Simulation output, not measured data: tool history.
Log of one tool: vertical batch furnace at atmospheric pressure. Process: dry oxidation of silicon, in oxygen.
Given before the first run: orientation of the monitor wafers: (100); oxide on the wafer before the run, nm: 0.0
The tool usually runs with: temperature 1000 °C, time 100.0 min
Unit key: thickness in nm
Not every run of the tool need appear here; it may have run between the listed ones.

run    hour  temperature   time  read-back reference wafer on the same gauge, thickness  thickness
  1     0.0         1000  131.5                                                   75.51      83.03
  2    29.2         1020  100.0                                                   75.48      83.28
  3    48.4         1000  100.0                                                   75.58      68.77
  4    72.9         1000  100.0                                                   75.62      68.96
  5    97.6         1000  100.0                                                   75.73      69.06
  6   125.9         1019   64.0                                                   75.74      61.31
  7   145.6         1019   64.0                                                   75.80      61.37
  8   161.9         1014  136.5                                                   75.83      98.05
  9   218.8         1014  136.5                                                   75.99      97.81
 10   252.1          985  100.0                                                   76.08      59.94
      321.3  -- boat lift adjusted
 11   335.1         1000  100.0                                                   76.33      69.49
 12   352.8         1000  100.0                                                   76.44      69.62
 13   388.3         1000  100.0                                                   76.47      69.49
 14   420.4         1000  100.0                                                   76.60      69.93
 15   460.9         1013   67.5                                                   76.75      60.94
 16   493.8         1019  100.0                                                   76.81      84.19
 17   528.7         1008  144.0                                                   76.95      97.39
 18   563.2         1014  136.5                                                   77.13      98.85
 19   597.6         1020   82.5                                                   77.22      74.75
 20   623.8          990   76.0                                                   77.32      52.87
      627.9  -- gauge calibrated
 21   655.4         1000  100.0                                                   74.92      68.50
 22   674.2         1023  135.5                                                   74.96     104.28
 23   706.2          990   62.5                                                   74.95      45.11
 24   724.3         1020  128.0                                                   74.90      97.44
      753.6  -- thermocouples replaced and temperature profile calibrated
 25   757.0          987  116.0                                                   74.90      66.79
 26   777.3          987  132.0                                                   74.94      73.43
 27   791.5         1000  100.0                                                   74.93      68.12
 28   804.1         1016  140.5                                                   75.04     100.23
 29   827.7         1000   82.5                                                   74.98      59.86
 30   853.0         1000  100.0                                                   74.94      68.31
 31   885.5         1000  100.0                                                   75.01      68.63
 32   898.1         1020   69.5                                                   74.96      65.00
 33   929.1          979  100.0                                                   75.02      56.37
 34   957.4         1016  124.0                                                   75.06      92.48
 35   992.3         1014   81.5                                                   75.12      68.04
 36  1011.1         1011   74.5                                                   75.17      62.69
 37  1046.2         1000  100.0                                                   75.16      68.42
 38  1074.7         1000  100.0                                                   75.15      68.54
 39  1095.6         1019  136.0                                                   75.20     100.79

Exercise: give the hidden state of the tool at every run:
true tube temperature minus thermocouple reading, K: 0, the same for each run
monitor wafer colder than the profiled boat position, K: 0, the same for each run
H1: gauge reads high (%)
run     H1
  1  0.873
  2  0.957
  3   1.01
  4   1.09
  5   1.17
  6   1.26
  7   1.33
  8   1.38
  9   1.59
 10   1.71
 11   2.04
 12   2.11
 13   2.26
 14    2.4
 15   2.59
 16   2.74
 17   2.91
 18   3.08
 19   3.25
 20   3.39
 21  0.154
 22  0.156
 23  0.164
 24   0.17
 25  0.184
 26  0.195
 27  0.204
 28  0.212
 29  0.229
 30  0.249
 31   0.28
 32  0.292
 33  0.326
 34   0.36
 35  0.407
 36  0.434
 37  0.488
 38  0.535
 39  0.572

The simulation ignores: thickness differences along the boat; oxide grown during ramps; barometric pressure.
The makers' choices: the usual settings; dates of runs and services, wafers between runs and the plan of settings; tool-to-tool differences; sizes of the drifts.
